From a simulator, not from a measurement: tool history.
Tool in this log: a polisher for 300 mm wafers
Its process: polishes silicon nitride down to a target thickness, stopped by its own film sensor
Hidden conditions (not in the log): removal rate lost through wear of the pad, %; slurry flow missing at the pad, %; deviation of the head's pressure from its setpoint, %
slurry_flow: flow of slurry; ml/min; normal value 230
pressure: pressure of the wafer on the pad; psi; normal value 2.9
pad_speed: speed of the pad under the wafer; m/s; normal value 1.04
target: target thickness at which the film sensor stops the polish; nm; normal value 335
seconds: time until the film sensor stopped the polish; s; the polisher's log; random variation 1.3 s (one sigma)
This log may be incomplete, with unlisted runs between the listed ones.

| run | hour | slurry_flow | pressure | pad_speed | target | wafers since the last listed run | wafers polished on this pad | hours since the slurry nozzle was cleaned | hours since the head pressure was calibrated | incoming thickness of the incoming film, nm | seconds |
|---|---|---|---|---|---|---|---|---|---|---|---|
| 1 | 0.0 | 230 | 2.9 | 0.92 | 335 | 0 | 671 | 35.1 | 236.4 | 460.5 | 97.1 |
| 2 | 24.8 | 230 | 2.9 | 0.92 | 335 | 204 | 876 | 59.9 | 261.2 | 456.4 | 96.1 |
|  | 60.4 | worn pad replaced by a new one |
| 3 | 60.9 | 230 | 2.9 | 1.04 | 335 | 265 | 4 | 96.0 | 297.3 | 464.0 | 93.9 |
| 4 | 84.9 | 230 | 2.9 | 1.04 | 335 | 198 | 202 | 120.0 | 321.3 | 462.7 | 93.6 |
| 5 | 101.4 | 230 | 2.9 | 1.04 | 345 | 136 | 338 | 136.5 | 337.8 | 462.7 | 86.6 |
| 6 | 114.9 | 230 | 2.9 | 1.04 | 345 | 111 | 450 | 150.0 | 351.3 | 465.5 | 88.8 |
| 7 | 141.6 | 230 | 2.9 | 1.04 | 335 | 220 | 671 | 176.7 | 378.0 | 456.3 | 92.6 |
| 8 | 165.5 | 230 | 2.9 | 1.04 | 335 | 197 | 868 | 200.6 | 401.9 | 463.0 | 93.8 |
| 9 | 183.6 | 230 | 2.9 | 1.04 | 335 | 149 | 1018 | 218.7 | 420.0 | 450.5 | 84.4 |
|  | 187.4 | head pressure recalibrated |
|  | 206.0 | worn pad replaced by a new one, of another model than before |
| 10 | 211.2 | 230 | 2.9 | 1.04 | 335 | 178 | 42 | 246.3 | 23.8 | 468.3 | 107.8 |
| 11 | 242.9 | 230 | 2.9 | 1.28 | 335 | 261 | 304 | 278.0 | 55.5 | 457.4 | 92.4 |
| 12 | 261.2 | 230 | 2.9 | 1.28 | 335 | 151 | 456 | 296.3 | 73.8 | 462.7 | 98.1 |
| 13 | 274.7 | 230 | 2.9 | 1.04 | 335 | 111 | 567 | 309.8 | 87.3 | 460.9 | 107.7 |
| 14 | 292.6 | 230 | 2.9 | 1.04 | 335 | 147 | 715 | 327.7 | 105.2 | 464.3 | 110.9 |
| 15 | 319.6 | 230 | 2.9 | 1.04 | 305 | 223 | 938 | 354.7 | 132.2 | 464.4 | 136.9 |
|  | 328.1 | worn pad replaced by a new one |
| 16 | 344.7 | 230 | 2.3 | 1.04 | 335 | 174 | 136 | 379.8 | 157.3 | 466.6 | 129.5 |
| 17 | 371.4 | 285 | 2.9 | 1.28 | 377 | 220 | 357 | 406.5 | 184.0 | 457.8 | 56.4 |
| 18 | 388.9 | 250 | 2.1 | 1.04 | 335 | 144 | 502 | 424.0 | 201.5 | 456.6 | 120.2 |
| 19 | 411.1 | 230 | 3.8 | 1.22 | 335 | 183 | 685 | 446.2 | 223.7 | 461.0 | 89.0 |
| 20 | 437.8 | 230 | 3.8 | 1.04 | 370 | 220 | 906 | 472.9 | 250.4 | 456.8 | 68.2 |
|  | 450.0 | slurry nozzle cleaned |
|  | 463.0 | worn pad replaced by a new one |
| 21 | 463.5 | 230 | 2.1 | 0.80 | 335 | 171 | 3 | 13.5 | 276.1 | 468.6 | 129.4 |
| 22 | 494.6 | 230 | 2.1 | 0.80 | 335 | 257 | 260 | 44.6 | 307.2 | 464.2 | 124.5 |
| 23 | 513.1 | 230 | 2.9 | 1.04 | 335 | 152 | 413 | 63.1 | 325.7 | 457.2 | 87.1 |
| 24 | 561.5 | 230 | 2.9 | 1.04 | 335 | 399 | 813 | 111.5 | 374.1 | 462.0 | 95.4 |
|  | 577.5 | head pressure recalibrated |
| 25 | 578.0 | 280 | 2.9 | 1.16 | 335 | 119 | 933 | 128.0 | 0.5 | 458.1 | 83.1 |
|  | 589.2 | worn pad replaced by a new one |
| 26 | 599.4 | 155 | 2.2 | 0.80 | 369 | 143 | 84 | 149.4 | 21.9 | 466.7 | 127.8 |

What differs in the tool's unlogged condition from the final listed run ahead of each entry between runs to the first listed run following it?
Logged between run 2 and run 3: worn pad replaced by a new one (hour 60.4)
  slurry flow missing at the pad, %: 14.6 -> 20.4
  measured result minus the result with no hidden state, seconds: +2.1 -> +3.0 s
Logged between run 9 and run 10: head pressure recalibrated (hour 187.4); worn pad replaced by a new one, of another model than before (hour 206.0)
  slurry flow missing at the pad, %: 32.8 -> 34.5
  measured result minus the result with no hidden state, seconds: +5.2 -> +16.0 s
Logged between run 15 and run 16: worn pad replaced by a new one (hour 328.1)
  slurry flow missing at the pad, %: 39 -> 39.7
  measured result minus the result with no hidden state, seconds: +27.2 -> +26.9 s
Logged between run 20 and run 21: slurry nozzle cleaned (hour 450.0); worn pad replaced by a new one (hour 463.0)
  slurry flow missing at the pad, %: 41.5 -> 5.37
  measured result minus the result with no hidden state, seconds: +16.0 -> +1.5 s
Logged between run 24 and run 25: head pressure recalibrated (hour 577.5)
  slurry flow missing at the pad, %: 22.9 -> 24.9
  measured result minus the result with no hidden state, seconds: +6.7 -> +5.1 s
Logged between run 25 and run 26: worn pad replaced by a new one (hour 589.2)
  slurry flow missing at the pad, %: 24.9 -> 27.3
  measured result minus the result with no hidden state, seconds: +5.1 -> +23.7 s

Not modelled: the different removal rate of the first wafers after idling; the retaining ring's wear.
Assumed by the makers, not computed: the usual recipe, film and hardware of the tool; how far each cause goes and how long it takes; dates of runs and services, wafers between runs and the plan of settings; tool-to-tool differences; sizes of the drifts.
